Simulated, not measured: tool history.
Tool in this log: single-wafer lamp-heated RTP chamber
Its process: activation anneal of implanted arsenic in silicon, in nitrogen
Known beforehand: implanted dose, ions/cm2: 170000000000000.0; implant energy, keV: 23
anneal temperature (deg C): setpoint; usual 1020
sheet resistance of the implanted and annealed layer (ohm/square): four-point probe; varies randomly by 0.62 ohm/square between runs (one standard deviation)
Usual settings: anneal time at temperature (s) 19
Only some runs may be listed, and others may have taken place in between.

run	hour	anneal temperature (deg C)	anneal time at temperature (s)	wafers since the last listed run	wafers since the last pyrometer calibration	wafers since the reflector plate was cleaned	hours since the gauge calibration	read-back reference wafer on the same gauge, sheet resistance	sheet resistance of the implanted and annealed layer (ohm/square)
1	0	1020	19	0	10477	7498	863	442.62	416.57
2	40.2	1020	19	635	11113	8133	903.2	442.89	415.4
3	119.7	1020	14	1256	12370	9390	982.7	442.33	418.42
4	157.4	1007	19	595	12966	9986	1020.4	442.41	417.57
# hour 237.4: pyrometer window cleaned and pyrometer calibrated
5	250.6	1007	19	1346	208	11333	1113.6	442.16	416.47
# hour 305.8: reflector plate cleaned
6	396.1	1007	19	2173	2382	1427	1259.1	441.62	417.66
7	433	1044	14	583	2965	2010	1296	441.81	414.03
8	515.2	1044	14	1299	4264	3309	1378.2	441.82	414.47
9	612.4	1020	15	1536	5801	4846	1475.4	441.41	416.53
10	657.2	1002	19	708	6509	5554	1520.2	441.07	416.8
11	706.4	1020	19	777	7287	6332	1569.4	440.75	414.81
12	746	1020	19	625	7913	6958	1609	440.88	414.75
13	794.6	1020	19	768	8681	7726	1657.6	440.71	413.8
14	841.6	1044	14	742	9424	8469	1704.6	440.52	412.99
15	912.8	1020	19	1125	10550	9595	1775.8	440.44	415.1
16	991.5	1020	19	1244	11794	10839	1854.5	439.96	414.47
# hour 1073.6: pyrometer window cleaned and pyrometer calibrated
# hour 1081.5: reflector plate cleaned
17	1098.8	1020	19	1444	273	273	1961.8	439.87	414.37
18	1145.2	1032	29	733	1007	1007	2008.2	439.75	409.09
19	1444.2	997	29	4726	5733	5733	2307.2	438.46	411.94
20	1536.4	1031	16	1457	7191	7191	2399.4	437.75	410.52
# hour 1568.8: gauge calibrated
21	1597.6	1020	19	967	8158	8158	28.8	443.19	415.35
22	1701	1003	13	1634	9793	9793	132.2	442.8	419.82

What will run 23 give?
# hour 1767.8: pyrometer window cleaned and pyrometer calibrated
23	1799.3	1020	19	1427	497	11220	230.5	?	?

{"run 23": {"read-back reference wafer on the same gauge, sheet resistance": 442.67, "sheet resistance of the implanted and annealed layer (ohm/square)": 416.83}}
The same run, on a tool lacking any hidden state, would have yielded sheet resistance of the implanted and annealed layer (ohm/square) 416.96.
